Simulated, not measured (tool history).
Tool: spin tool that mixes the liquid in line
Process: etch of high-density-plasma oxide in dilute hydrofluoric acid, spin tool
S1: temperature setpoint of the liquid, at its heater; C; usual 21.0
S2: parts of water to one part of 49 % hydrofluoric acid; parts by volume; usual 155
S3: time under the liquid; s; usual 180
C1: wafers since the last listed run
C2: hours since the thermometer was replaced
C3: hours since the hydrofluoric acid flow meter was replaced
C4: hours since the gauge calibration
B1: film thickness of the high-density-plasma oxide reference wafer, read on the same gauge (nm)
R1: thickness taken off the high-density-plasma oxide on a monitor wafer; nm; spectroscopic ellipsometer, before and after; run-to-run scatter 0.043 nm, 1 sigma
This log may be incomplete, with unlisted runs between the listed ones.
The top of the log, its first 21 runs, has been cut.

run    hour    S1   S2   S3   C1     C2      C3      C4       B1     R1
 22  1585.2  21.0   95  180  354  159.8   923.4  1260.1  150.008  8.587
 23  1638.7  18.5  125  180  265  213.3   976.9  1313.6  150.011  5.699
 24  1706.9  24.5  110  180  339  281.5  1045.1  1381.8  149.996  8.571
 25  1803.2  17.0  155  180  478  377.8  1141.4  1478.1  149.999  4.210
 26  1889.9  18.0  155  245  431  464.5  1228.1  1564.8  149.988  6.032
 27  1972.4  21.0  155  180  410  547.0  1310.6  1647.3  150.010  5.184
 28  2011.1  17.5   85  135  192  585.7  1349.3  1686.0  149.998  6.517
 29  2104.9  21.0  155  180  466  679.5  1443.1  1779.8  149.988  5.251
 30  2206.5  21.0  155  140  505  781.1  1544.7  1881.4  150.014  4.101
 31  2306.4  21.0  130  180  496  881.0  1644.6  1981.3  150.009  6.420

5 options for the next run, each taken on its own from the tool as it stands now. Forecast them:
  A  2306.9  21.0  155  180   2  881.5  1645.1  1981.8   ?   ?
  B  2306.9  18.0  135  180   2  881.5  1645.1  1981.8   ?   ?
  C  2306.9  21.0  220  180   2  881.5  1645.1  1981.8   ?   ?
  D  2306.9  19.5  105  180   2  881.5  1645.1  1981.8   ?   ?
  E  2306.9  21.0  175  180   2  881.5  1645.1  1981.8   ?   ?

run       B1     R1
  A  150.011  5.258
  B  150.011  5.475
  C  150.011  3.464
  D  150.011  7.724
  E  150.011  4.560
Stripped of hidden state, with their random variation kept, the same runs would have yielded:
run     R1
  A  4.734
  B  4.919
  C  3.121
  D  6.942
  E  4.106
